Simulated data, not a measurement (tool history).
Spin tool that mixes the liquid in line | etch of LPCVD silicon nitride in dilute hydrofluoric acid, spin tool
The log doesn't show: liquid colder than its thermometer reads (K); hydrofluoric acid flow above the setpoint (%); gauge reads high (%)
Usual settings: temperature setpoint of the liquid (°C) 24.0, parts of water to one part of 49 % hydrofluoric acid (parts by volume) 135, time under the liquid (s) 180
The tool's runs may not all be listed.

run,hour,temperature setpoint of the liquid (°C),parts of water to one part of 49 % hydrofluoric acid (parts by volume),time under the liquid (s),wafers since the last listed run,hours since the thermometer was replaced,hours since the hydrofluoric acid flow meter was replaced,hours since the gauge calibration,"read-back film thickness of the LPCVD silicon nitride reference wafer, read on the same gauge (nm)",thickness taken off the LPCVD silicon nitride on a monitor wafer (Å)
1,0.0,24.0,135,180,0,1395.1,374.0,1052.7,50.009,7.28
2,67.8,24.0,135,180,262,1462.9,441.8,1120.5,50.021,6.94
3,144.7,22.0,135,205,297,1539.8,518.7,1197.4,49.990,7.01
4,216.4,22.0,135,205,277,1611.5,590.4,1269.1,49.991,7.36
5,260.9,24.0,135,180,172,1656.0,634.9,1313.6,50.016,7.19
6,366.6,24.0,135,180,408,1761.7,740.6,1419.3,49.980,7.27
7,455.3,26.5,185,180,342,1850.4,829.3,1508.0,50.034,6.67
8,549.7,24.0,135,180,364,1944.8,923.7,1602.4,49.983,7.17
9,629.7,24.0,135,180,309,2024.8,1003.7,1682.4,49.975,7.76
10,666.7,24.0,135,180,143,2061.8,1040.7,1719.4,50.021,7.65
# hour 717.7: thermometer replaced
11,719.3,24.0,135,180,199,1.6,1093.3,1772.0,50.031,7.34
# hour 724.6: gauge calibrated
# hour 774.9: hydrofluoric acid flow meter replaced
12,798.9,24.0,135,180,303,81.2,24.0,74.3,50.004,6.90
13,872.6,19.5,195,215,284,154.9,97.7,148.0,50.027,4.31
14,953.0,29.0,70,110,310,235.3,178.1,228.4,50.009,11.54
15,1033.4,21.0,135,180,310,315.7,258.5,308.8,49.996,6.02
16,1109.4,24.0,135,180,293,391.7,334.5,384.8,49.947,7.23
17,1353.1,20.5,65,180,941,635.4,578.2,628.5,49.983,11.68
18,1395.6,24.0,165,180,164,677.9,620.7,671.0,50.001,6.20
19,1489.8,24.0,135,180,364,772.1,714.9,765.2,49.998,7.60
20,1530.8,27.0,65,260,158,813.1,755.9,806.2,49.990,25.76
21,1601.8,24.0,135,180,274,884.1,826.9,877.2,50.007,7.24
22,1681.5,24.0,135,180,308,963.8,906.6,956.9,50.004,7.46
23,1754.4,21.0,190,120,281,1036.7,979.5,1029.8,49.974,3.01

Some steps in thickness taken off the LPCVD silicon nitride on a monitor wafer (Å) between neighbouring runs. How much of each would the tool show without its hidden state too (settings, what came in, random variation), and how much is left for the hidden state, with any gauge scatter that isn't in both results?
Run 19 -> 20: temperature setpoint of the liquid (°C) 24.0 -> 27.0, parts of water to one part of 49 % hydrofluoric acid (parts by volume) 135 -> 65, time under the liquid (s) 180 -> 260. thickness taken off the LPCVD silicon nitride on a monitor wafer (Å) +18.16: hidden state +1.62, all else +16.54.
Run 20 -> 21: temperature setpoint of the liquid (°C) 27.0 -> 24.0, parts of water to one part of 49 % hydrofluoric acid (parts by volume) 65 -> 135, time under the liquid (s) 260 -> 180. thickness taken off the LPCVD silicon nitride on a monitor wafer (Å) -18.52: hidden state -1.58, all else -16.94.

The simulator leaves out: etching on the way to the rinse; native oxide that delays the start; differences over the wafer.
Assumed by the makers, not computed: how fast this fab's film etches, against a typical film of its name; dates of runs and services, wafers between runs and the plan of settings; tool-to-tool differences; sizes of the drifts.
